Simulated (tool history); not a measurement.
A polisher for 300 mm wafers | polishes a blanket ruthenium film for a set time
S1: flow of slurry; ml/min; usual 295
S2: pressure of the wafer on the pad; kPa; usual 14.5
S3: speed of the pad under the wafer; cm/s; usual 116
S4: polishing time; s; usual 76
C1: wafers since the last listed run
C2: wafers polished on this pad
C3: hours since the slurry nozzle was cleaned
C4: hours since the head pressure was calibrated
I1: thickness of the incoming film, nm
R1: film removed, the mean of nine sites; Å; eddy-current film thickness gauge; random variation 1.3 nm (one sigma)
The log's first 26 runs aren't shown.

{"run": 27, "hour": 399.8, "S1": 295, "S2": 19.3, "S3": 82, "S4": 97, "C1": 309, "C2": 314, "C3": 242.7, "C4": 151.7, "I1": 372, "R1": 1357}
{"run": 28, "hour": 409.7, "S1": 295, "S2": 14.5, "S3": 116, "S4": 76, "C1": 104, "C2": 418, "C3": 252.6, "C4": 161.6, "I1": 371.8, "R1": 1018}
{"run": 29, "hour": 416.5, "S1": 295, "S2": 19.3, "S3": 116, "S4": 68, "C1": 71, "C2": 490, "C3": 259.4, "C4": 168.4, "I1": 365.3, "R1": 1190}
{"run": 30, "hour": 424.0, "S1": 235, "S2": 18.6, "S3": 156, "S4": 59, "C1": 78, "C2": 568, "C3": 266.9, "C4": 175.9, "I1": 376.1, "R1": 1233}
{"run": 31, "hour": 439.3, "S1": 295, "S2": 14.5, "S3": 116, "S4": 76, "C1": 160, "C2": 729, "C3": 282.2, "C4": 191.2, "I1": 370.5, "R1": 979}
{"run": 32, "hour": 448.1, "S1": 295, "S2": 14.5, "S3": 116, "S4": 53, "C1": 92, "C2": 822, "C3": 291, "C4": 200, "I1": 369.6, "R1": 688}
{"run": 33, "hour": 455.8, "S1": 295, "S2": 14.5, "S3": 78, "S4": 92, "C1": 80, "C2": 903, "C3": 298.7, "C4": 207.7, "I1": 369.3, "R1": 880}
{"run": 34, "hour": 469.2, "S1": 250, "S2": 14.5, "S3": 144, "S4": 76, "C1": 140, "C2": 1044, "C3": 312.1, "C4": 221.1, "I1": 367.8, "R1": 1103}
{"run": 35, "hour": 486.9, "S1": 295, "S2": 14.5, "S3": 116, "S4": 51, "C1": 186, "C2": 1230, "C3": 329.8, "C4": 238.8, "I1": 376.7, "R1": 639}
{"hour": 502.5, "done": "worn pad replaced by a new one"}
{"run": 36, "hour": 503.0, "S1": 295, "S2": 16.5, "S3": 116, "S4": 83, "C1": 127, "C2": 5, "C3": 345.9, "C4": 254.9, "I1": 372.6, "R1": 1247}
{"run": 37, "hour": 507.7, "S1": 295, "S2": 14.5, "S3": 116, "S4": 76, "C1": 49, "C2": 54, "C3": 350.6, "C4": 259.6, "I1": 369.2, "R1": 1013}

Forecast each of these 4 alternatives for the next run:
{"run": "A", "hour": 508.1, "S1": 295, "S2": 14.5, "S3": 116, "S4": 76, "C1": 4, "C2": 58, "C3": 351, "C4": 260, "I1": 370.5, "R1": "?"}
{"run": "B", "hour": 508.1, "S1": 295, "S2": 11.7, "S3": 116, "S4": 76, "C1": 4, "C2": 58, "C3": 351, "C4": 260, "I1": 370.5, "R1": "?"}
{"run": "C", "hour": 508.1, "S1": 295, "S2": 14.5, "S3": 100, "S4": 88, "C1": 4, "C2": 58, "C3": 351, "C4": 260, "I1": 370.5, "R1": "?"}
{"run": "D", "hour": 508.1, "S1": 380, "S2": 14.5, "S3": 116, "S4": 76, "C1": 4, "C2": 58, "C3": 351, "C4": 260, "I1": 370.5, "R1": "?"}

run=A R1=1010
run=B R1=817
run=C R1=1040
run=D R1=1035
Without the tool's hidden state the same runs would have given:
run=A R1=1039
run=B R1=841
run=C R1=1071
run=D R1=1062
